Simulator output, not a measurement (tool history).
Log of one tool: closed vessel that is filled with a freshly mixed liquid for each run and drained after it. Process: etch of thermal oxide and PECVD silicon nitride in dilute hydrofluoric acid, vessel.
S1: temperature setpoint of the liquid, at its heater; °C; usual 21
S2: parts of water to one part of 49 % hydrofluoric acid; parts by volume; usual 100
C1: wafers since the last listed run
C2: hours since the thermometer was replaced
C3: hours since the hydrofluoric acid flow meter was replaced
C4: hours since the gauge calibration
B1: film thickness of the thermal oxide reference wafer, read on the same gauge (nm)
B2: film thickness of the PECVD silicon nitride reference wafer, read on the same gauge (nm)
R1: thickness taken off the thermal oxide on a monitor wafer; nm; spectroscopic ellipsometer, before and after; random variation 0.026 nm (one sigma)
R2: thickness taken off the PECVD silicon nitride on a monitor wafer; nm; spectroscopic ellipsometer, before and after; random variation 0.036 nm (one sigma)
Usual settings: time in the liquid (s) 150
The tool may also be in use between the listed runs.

run 1 hour=0.0 | S1=21 S2=100 time_in_the_liquid_(s)=150 | C1=0 C2=1968.2 C3=818.5 C4=69.7 | B1=40.01 B2=49.974 | R1=7.65 R2=4.748
run 2 hour=24.8 | S1=21 S2=100 time_in_the_liquid_(s)=150 | C1=3076 C2=1993.0 C3=843.3 C4=94.5 | B1=40.02 B2=49.988 | R1=7.73 R2=4.755
run 3 hour=51.9 | S1=21 S2=100 time_in_the_liquid_(s)=150 | C1=3361 C2=2020.1 C3=870.4 C4=121.6 | B1=40.00 B2=49.985 | R1=7.74 R2=4.788
run 4 hour=65.1 | S1=21 S2=100 time_in_the_liquid_(s)=150 | C1=1637 C2=2033.3 C3=883.6 C4=134.8 | B1=40.04 B2=50.000 | R1=7.81 R2=4.828
run 5 hour=89.5 | S1=21 S2=100 time_in_the_liquid_(s)=150 | C1=3026 C2=2057.7 C3=908.0 C4=159.2 | B1=40.01 B2=49.987 | R1=7.80 R2=4.815
run 6 hour=120.3 | S1=21 S2=100 time_in_the_liquid_(s)=150 | C1=3820 C2=2088.5 C3=938.8 C4=190.0 | B1=39.99 B2=49.977 | R1=7.80 R2=4.857
run 7 hour=152.2 | S1=21 S2=100 time_in_the_liquid_(s)=150 | C1=3956 C2=2120.4 C3=970.7 C4=221.9 | B1=40.01 B2=49.992 | R1=7.84 R2=4.854
run 8 hour=180.9 | S1=21 S2=100 time_in_the_liquid_(s)=150 | C1=3559 C2=2149.1 C3=999.4 C4=250.6 | B1=40.05 B2=49.999 | R1=7.86 R2=4.876
run 9 hour=195.8 | S1=21 S2=100 time_in_the_liquid_(s)=150 | C1=1848 C2=2164.0 C3=1014.3 C4=265.5 | B1=40.02 B2=50.039 | R1=7.91 R2=4.911
-- hour=202.8 thermometer replaced
-- hour=203.9 hydrofluoric acid flow meter replaced
run 10 hour=218.3 | S1=21 S2=100 time_in_the_liquid_(s)=150 | C1=2542 C2=15.5 C3=14.4 C4=288.0 | B1=40.01 B2=50.003 | R1=6.55 R2=3.759
run 11 hour=233.7 | S1=21 S2=100 time_in_the_liquid_(s)=150 | C1=1910 C2=30.9 C3=29.8 C4=303.4 | B1=40.02 B2=50.004 | R1=6.62 R2=3.877
run 12 hour=261.0 | S1=21 S2=100 time_in_the_liquid_(s)=150 | C1=3386 C2=58.2 C3=57.1 C4=330.7 | B1=40.01 B2=49.995 | R1=6.60 R2=3.927

The next listed run, before its measurement:
run 13 hour=277.0 | S1=17 S2=100 time_in_the_liquid_(s)=150 | C1=1984 C2=74.2 C3=73.1 C4=346.7 | B1=? B2=? | R1=? R2=?

B1: 40.00
B2: 50.038
R1: 5.59 nm
R2: 2.920 nm
Without the tool's hidden state the same run would have given R1 5.48 nm, R2 2.860 nm.

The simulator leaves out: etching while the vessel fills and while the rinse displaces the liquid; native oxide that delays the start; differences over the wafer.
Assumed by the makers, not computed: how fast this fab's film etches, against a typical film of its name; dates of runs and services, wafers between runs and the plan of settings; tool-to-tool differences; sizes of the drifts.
